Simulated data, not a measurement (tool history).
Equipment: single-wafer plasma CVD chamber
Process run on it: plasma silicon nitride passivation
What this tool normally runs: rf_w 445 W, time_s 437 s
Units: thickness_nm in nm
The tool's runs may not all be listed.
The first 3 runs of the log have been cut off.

run     day  rf_w  time_s  wafers since the last listed run  hours since the last RF generator calibration  hours since the showerhead was replaced  hours since the gauge calibration  read-back reference wafer on the same gauge, thickness_nm  thickness_nm
  4   1.042   425     492                                35                                            701                                   3637.3                              117.7                                                    780.106       742.643
  5   1.592   425     492                                61                                          714.2                                   3650.5                              130.9                                                    779.979        742.51
  6   2.075   445     437                                54                                          725.8                                   3662.1                              142.5                                                    779.947        665.14
  7   2.471   445     437                                44                                          735.3                                   3671.6                                152                                                     780.42       664.064
  8   3.179   445     437                                79                                          752.3                                   3688.6                                169                                                    780.045       664.129
  9   3.888   445     437                                79                                          769.3                                   3705.6                                186                                                    779.619       664.838
 10   4.525   445     437                                71                                          784.6                                   3720.9                              201.3                                                    779.922       663.816
 11   4.917   445     437                                44                                            794                                   3730.3                              210.7                                                    779.439       662.929
 12   5.267   445     437                                39                                          802.4                                   3738.7                              219.1                                                    779.885       663.358
 13   5.621   445     437                                39                                          810.9                                   3747.2                              227.6                                                    780.052       662.496
 14   5.967   445     437                                38                                          819.2                                   3755.5                              235.9                                                    779.831        664.32
 15   6.488   445     437                                58                                          831.7                                     3768                              248.4                                                    780.068       661.794
 16   6.775   445     412                                32                                          838.6                                   3774.9                              255.3                                                    779.859       625.156
 17   7.354   445     412                                65                                          852.5                                   3788.8                              269.2                                                    780.408       625.456
 18   7.817   445     437                                52                                          863.6                                   3799.9                              280.3                                                    779.669       662.444
      8.208  -- RF generator calibrated
 19   8.488   445     437                                37                                            6.7                                     3816                              296.4                                                    780.331       672.557
 20   8.938   445     437                                50                                           17.5                                   3826.8                              307.2                                                    780.777       671.797
 21   9.479   445     437                                60                                           30.5                                   3839.8                              320.2                                                    779.739       672.038
 22  10.112   360     437                                71                                           45.7                                     3855                              335.4                                                    779.985       646.988
 23  10.417   395     490                                34                                             53                                   3862.3                              342.7                                                    780.201       738.582
 24   10.95   480     401                                60                                           65.8                                   3875.1                              355.5                                                     779.94       626.547
 25  12.238   445     437                               144                                           96.7                                     3906                              386.4                                                    779.766       671.721

For run 26, what comes out?
     12.829  -- showerhead replaced, of another model than before
 26  12.85   400     478                                31                                          111.4                                      0.5                              401.1                                                          ?             ?

{"run 26": {"read-back reference wafer on the same gauge, thickness_nm": 779.83, "thickness_nm": 725.919}}
Take away the tool's hidden state, keep the run-to-run variation as it was, and the same run would have given thickness_nm 726.326 nm.
